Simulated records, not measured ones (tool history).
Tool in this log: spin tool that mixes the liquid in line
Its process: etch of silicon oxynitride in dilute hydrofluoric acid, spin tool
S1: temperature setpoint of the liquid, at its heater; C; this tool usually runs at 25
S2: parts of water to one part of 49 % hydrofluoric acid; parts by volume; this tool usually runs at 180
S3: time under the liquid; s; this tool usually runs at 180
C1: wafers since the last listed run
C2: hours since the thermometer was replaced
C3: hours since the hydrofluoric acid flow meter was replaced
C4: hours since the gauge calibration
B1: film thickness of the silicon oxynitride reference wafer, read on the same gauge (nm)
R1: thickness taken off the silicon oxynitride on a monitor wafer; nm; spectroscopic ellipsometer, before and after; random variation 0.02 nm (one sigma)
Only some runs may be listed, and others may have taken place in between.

run    hour    S1   S2   S3   C1      C2      C3      C4      B1     R1
  1       0    25  180  180    0  1973.9  1706.2   814.6  77.965  2.871
  2    46.1    25  180  180  420    2020  1752.3   860.7  77.827  2.875
  3    71.9    25  180  180  235  2045.8  1778.1   886.5  77.762  2.888
  4    99.9    25  240  180  255  2073.8  1806.1   914.5  77.673  2.063
  5     142    25  240  180  384  2115.9  1848.2   956.6  77.589  2.037
  6   205.4    25  180  110  578  2179.3  1911.6    1020  77.445   1.76
  7   297.9    25  180  110  844  2271.8  2004.1  1112.5  77.217  1.732
  8     338    23  180  180  366  2311.9  2044.2  1152.6  77.122  2.599
  9     387    23  180  180  447  2360.9  2093.2  1201.6  76.964  2.558
 10   427.8    23  180  180  372  2401.7    2134  1242.4  76.887  2.598
 11   497.9    22  180  180  640  2471.8  2204.1  1312.5  76.729  2.471
      503.3  -- gauge calibrated
 12   562.7    22  180  180  591  2536.6  2268.9    59.4  79.851  2.602
      598.4  -- thermometer replaced
 13     622    25  180  255  532    23.6  2328.2   118.7  79.735  4.211
 14   673.6    28  180  150  471    75.2  2379.8   170.3  79.601  2.751
 15   701.8    25  180  180  257   103.4    2408   198.5  79.554  2.929
      724.1  -- hydrofluoric acid flow meter replaced
 16   764.8    27  180  180  566   166.4    40.7   261.5  79.418  3.178
 17   806.9    29  220   85  384   208.5    82.8   303.6   79.23  1.298
 18   869.9    21  120  115  575   271.5   145.8   366.6  79.118  2.435
 19   896.8    27  210   75  245   298.4   172.7   393.5  79.022  1.104
 20   940.8  28.5  120  290  401   342.4   216.7   437.5  78.936  8.742
 21   985.2    21  120  115  405   386.8   261.1   481.9  78.852  2.442
 22  1050.6    25  145  230  597   452.2   326.5   547.3  78.651  4.664
 23  1083.6    25  180  180  301   485.2   359.5   580.3  78.599  2.926
 24    1121  27.5  255  260  341   522.6   396.9   617.7  78.488  3.111
 25  1155.1  28.5  180  180  311   556.7     431   651.8   78.39  3.377
 26  1200.6    29  230  250  415   602.2   476.5   697.3    78.3   3.56

What the log doesn't show, run by run:
liquid colder than its thermometer reads (K): 0 on each run
hydrofluoric acid flow above the setpoint (%): 0 on each run
H1: gauge reads high (%)
run      H1
  1   -2.58
  2   -2.72
  3    -2.8
  4   -2.88
  5   -3.01
  6    -3.2
  7   -3.48
  8    -3.6
  9   -3.75
 10   -3.88
 11   -4.09
 12  -0.176
 13  -0.356
 14  -0.512
 15  -0.598
 16  -0.789
 17  -0.917
 18   -1.11
 19   -1.19
 20   -1.32
 21   -1.46
 22   -1.66
 23   -1.76
 24   -1.87
 25   -1.97
 26   -2.11
